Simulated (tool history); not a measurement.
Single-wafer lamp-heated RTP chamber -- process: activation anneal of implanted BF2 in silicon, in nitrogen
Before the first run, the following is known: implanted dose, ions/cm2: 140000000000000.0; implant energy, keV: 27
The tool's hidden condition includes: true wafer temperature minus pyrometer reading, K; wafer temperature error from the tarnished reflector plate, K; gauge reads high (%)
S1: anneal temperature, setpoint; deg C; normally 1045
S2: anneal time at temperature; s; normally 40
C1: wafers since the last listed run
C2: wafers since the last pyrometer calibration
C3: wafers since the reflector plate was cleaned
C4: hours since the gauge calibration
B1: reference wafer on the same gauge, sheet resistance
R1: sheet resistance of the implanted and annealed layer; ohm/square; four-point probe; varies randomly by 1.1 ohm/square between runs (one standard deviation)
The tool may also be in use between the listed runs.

run,hour,S1,S2,C1,C2,C3,C4,B1,R1
1,0.0,1045,40,0,4991,9984,1718.0,828.90,726.36
2,46.5,1045,40,637,5629,10622,1764.5,828.52,728.39
# hour 79.9: reflector plate cleaned
3,98.2,1045,40,599,6229,251,1816.2,828.81,728.29
4,184.1,1045,57,1178,7407,1429,1902.1,829.15,718.81
5,234.6,1045,57,692,8100,2122,1952.6,829.16,721.92
# hour 296.5: pyrometer window cleaned and pyrometer calibrated
6,340.2,1045,57,1339,599,3461,2058.2,829.10,723.90
7,416.2,1045,40,1042,1641,4504,2134.2,829.19,729.68
8,464.7,1045,40,665,2307,5170,2182.7,829.44,730.66
9,553.4,1045,40,1216,3524,6387,2271.4,828.64,727.31
10,621.7,1045,40,937,4461,7324,2339.7,828.55,725.08
11,728.4,1045,40,1463,5925,8788,2446.4,829.04,728.26
12,812.6,1045,40,1155,7080,9943,2530.6,829.10,728.27
13,889.6,1045,40,1056,8137,10999,2607.6,828.73,727.72
# hour 943.6: reflector plate cleaned
# hour 945.0: pyrometer window cleaned and pyrometer calibrated
14,989.4,1045,40,1240,609,609,2707.4,828.69,731.60
15,1078.9,1045,40,1227,1837,1837,2796.9,828.59,730.40
16,1154.0,1045,40,1030,2868,2868,2872.0,828.30,729.55
17,1224.3,1045,40,964,3832,3832,2942.3,828.28,728.25
18,1282.2,1045,40,794,4627,4627,3000.2,829.40,727.45
# hour 1334.1: gauge calibrated
19,1388.2,1075,62,1454,6081,6081,54.1,828.96,700.87
20,1486.6,1017,46,1350,7431,7431,152.5,829.60,734.54
# hour 1531.1: pyrometer window cleaned and pyrometer calibrated
21,1583.3,1029,40,1216,715,8648,249.2,829.49,735.68
22,1671.5,1063,46,1210,1926,9858,337.4,828.75,719.75
# hour 1681.3: reflector plate cleaned
23,1744.0,1069,63,884,2810,860,409.9,828.44,708.01
24,1807.7,1045,63,873,3684,1734,473.6,828.56,719.99
25,1854.0,1045,40,635,4320,2370,519.9,829.12,728.01
26,2036.9,1045,40,2509,6829,4879,702.8,829.37,726.42
27,2142.0,1045,59,1442,8271,6321,807.9,828.78,718.40
# hour 2205.4: pyrometer window cleaned and pyrometer calibrated
28,2205.9,1045,40,766,6,7088,871.8,828.69,730.03
29,2268.4,1064,32,857,864,7945,934.3,828.62,728.81
30,2371.0,1058,51,1407,2271,9353,1036.9,829.20,719.94
# hour 2514.0: reflector plate cleaned
31,2674.6,1045,55,4055,6327,2202,1340.5,829.21,721.33
32,2741.7,1045,40,920,7248,3123,1407.6,828.83,726.97
33,2848.4,1062,27,1463,8712,4587,1514.3,829.68,729.43
34,2902.7,1045,40,745,9457,5332,1568.6,829.40,728.35
# hour 2933.9: pyrometer window cleaned and pyrometer calibrated
35,2940.8,1062,29,412,95,5745,1606.7,829.21,733.57
36,2988.2,1019,32,650,745,6395,1654.1,829.77,737.71

Across each entry between runs, compare the hidden state at the last listed run before it with the hidden state at the first listed run after it:
Runs 2 to 3: reflector plate cleaned (hour 79.9)
  true wafer temperature minus pyrometer reading, K: 11.9 -> 12.3
  the result without the hidden state subtracted from the measured one, R1: -3.66 -> -3.80 ohm/square
Runs 5 to 6: pyrometer window cleaned and pyrometer calibrated (hour 296.5)
  true wafer temperature minus pyrometer reading, K: 13 -> 4.49
  the result without the hidden state subtracted from the measured one, R1: -5.37 -> -1.70 ohm/square
Runs 13 to 14: reflector plate cleaned (hour 943.6); pyrometer window cleaned and pyrometer calibrated (hour 945.0)
  true wafer temperature minus pyrometer reading, K: 14 -> 3.24
  the result without the hidden state subtracted from the measured one, R1: -4.40 -> -0.92 ohm/square
Runs 18 to 19: gauge calibrated (hour 1334.1)
  true wafer temperature minus pyrometer reading, K: 10.8 -> 11.9
  the result without the hidden state subtracted from the measured one, R1: -3.29 -> -8.02 ohm/square
Runs 20 to 21: pyrometer window cleaned and pyrometer calibrated (hour 1531.1)
  true wafer temperature minus pyrometer reading, K: 12.5 -> 4.71
  the result without the hidden state subtracted from the measured one, R1: -2.96 -> -1.07 ohm/square
Runs 22 to 23: reflector plate cleaned (hour 1681.3)
  true wafer temperature minus pyrometer reading, K: 8 -> 9.87
  the result without the hidden state subtracted from the measured one, R1: -3.63 -> -6.21 ohm/square
Runs 27 to 28: pyrometer window cleaned and pyrometer calibrated (hour 2205.4)
  true wafer temperature minus pyrometer reading, K: 13.9 -> 0.304
  the result without the hidden state subtracted from the measured one, R1: -5.90 -> -0.08 ohm/square
Runs 30 to 31: reflector plate cleaned (hour 2514.0)
  true wafer temperature minus pyrometer reading, K: 6.96 -> 11.4
  the result without the hidden state subtracted from the measured one, R1: -3.13 -> -4.49 ohm/square
Runs 34 to 35: pyrometer window cleaned and pyrometer calibrated (hour 2933.9)
  true wafer temperature minus pyrometer reading, K: 12.4 -> 0.527
  the result without the hidden state subtracted from the measured one, R1: -3.82 -> -0.15 ohm/square
